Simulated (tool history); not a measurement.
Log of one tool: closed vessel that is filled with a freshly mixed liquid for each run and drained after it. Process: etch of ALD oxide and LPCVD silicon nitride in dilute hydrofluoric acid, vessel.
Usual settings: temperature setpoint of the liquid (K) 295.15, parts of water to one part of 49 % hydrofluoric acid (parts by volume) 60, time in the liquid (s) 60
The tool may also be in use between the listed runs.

run	day	temperature setpoint of the liquid (K)	parts of water to one part of 49 % hydrofluoric acid (parts by volume)	time in the liquid (s)	wafers since the last listed run	hours since the thermometer was replaced	hours since the hydrofluoric acid flow meter was replaced	hours since the gauge calibration	read-back film thickness of the ALD oxide reference wafer, read on the same gauge (nm)	read-back film thickness of the LPCVD silicon nitride reference wafer, read on the same gauge (nm)	thickness taken off the ALD oxide on a monitor wafer (Å)	thickness taken off the LPCVD silicon nitride on a monitor wafer (Å)
1	0	295.15	60	60	0	164.4	351.8	65.7	79.99	69.995	313.4	3.7
2	0.5	292.65	40	60	921	176.4	363.8	77.7	80.02	70.032	438	5.57
3	1.612	291.15	35	80	2049	203.1	390.5	104.4	80.03	70.024	630.7	7.11
4	2.3	295.15	60	60	1266	219.6	407	120.9	79.99	70.002	316	4.71
5	2.833	295.15	85	60	982	232.4	419.8	133.7	80.01	70.055	216.9	2.95
6	4.008	295.15	60	60	2164	260.6	448	161.9	80	69.986	317.5	4.63
7	4.75	293.65	60	35	1366	278.4	465.8	179.7	79.98	69.992	174.3	2.37
8	5.646	292.65	75	40	1650	299.9	487.3	201.2	79.99	70.012	150.9	2.1
9	6.775	291.65	60	90	2080	327	514.4	228.3	79.98	70.006	413.5	5.25
10	7.338	291.65	75	40	1036	340.5	527.9	241.8	79.95	70.037	145.5	1.63
11	9.512	297.65	40	40	4006	392.7	580.1	294	79.99	69.968	365.4	5.24
12	10.704	295.15	60	60	2195	421.3	608.7	322.6	80	69.968	324.8	3.87
13	12.058	295.15	60	60	2494	453.8	641.2	355.1	79.99	70.017	322.8	4.58
14	13.271	295.15	60	60	2233	482.9	670.3	384.2	80	70.055	325.5	4.63
15	14.712	292.15	75	40	2655	517.5	704.9	418.8	80.01	70.01	150.5	1.97
# day 14.879: hydrofluoric acid flow meter replaced
16	17.117	295.15	60	60	4352	575.2	53.7	476.5	80.01	69.986	314.7	5.16
17	18.229	299.65	60	80	2049	601.9	80.4	503.2	80	69.99	503.5	7.82
18	19.433	290.65	60	60	2218	630.8	109.3	532.1	80	70.008	262.7	3.2
19	20.375	292.65	60	60	1734	653.4	131.9	554.7	80.03	69.968	287.6	3.76
20	21.017	295.15	60	60	1182	668.8	147.3	570.1	79.95	70.039	318.9	3.99
21	22.371	295.15	60	60	2494	701.3	179.8	602.6	80.03	69.987	316.9	4.29
22	23.779	295.15	60	60	2594	735.1	213.6	636.4	80.07	69.995	317.9	4.39
23	24.438	292.15	45	75	1212	750.9	229.4	652.2	79.99	69.978	476.4	6.76
24	24.954	291.65	70	75	951	763.3	241.8	664.6	80.02	69.975	291.7	3.31
25	26	291.15	75	80	1926	788.4	266.9	689.7	79.97	70.006	285.4	3.23

The same runs without the tool's hidden state, with the same run-to-run variation:
The hidden state here: liquid hotter than its thermometer reads (K); hydrofluoric acid flow above the setpoint (%); gauge reads high (%).
run	thickness taken off the ALD oxide on a monitor wafer (Å)	thickness taken off the LPCVD silicon nitride on a monitor wafer (Å)
1	304.9	3.59
2	425.8	5.39
3	611.7	6.88
4	306	4.55
5	209.7	2.84
6	306.4	4.45
7	167.9	2.28
8	145	2.01
9	396.6	5.01
10	139.4	1.55
11	348.9	4.97
12	309.2	3.66
13	306.3	4.32
14	308.1	4.35
15	141.9	1.85
16	306.1	4.96
17	489	7.51
18	254.1	3.06
19	277.7	3.58
20	307.7	3.8
21	304.9	4.08
22	305	4.16
23	456.3	6.39
24	279.1	3.12
25	272.4	3.04
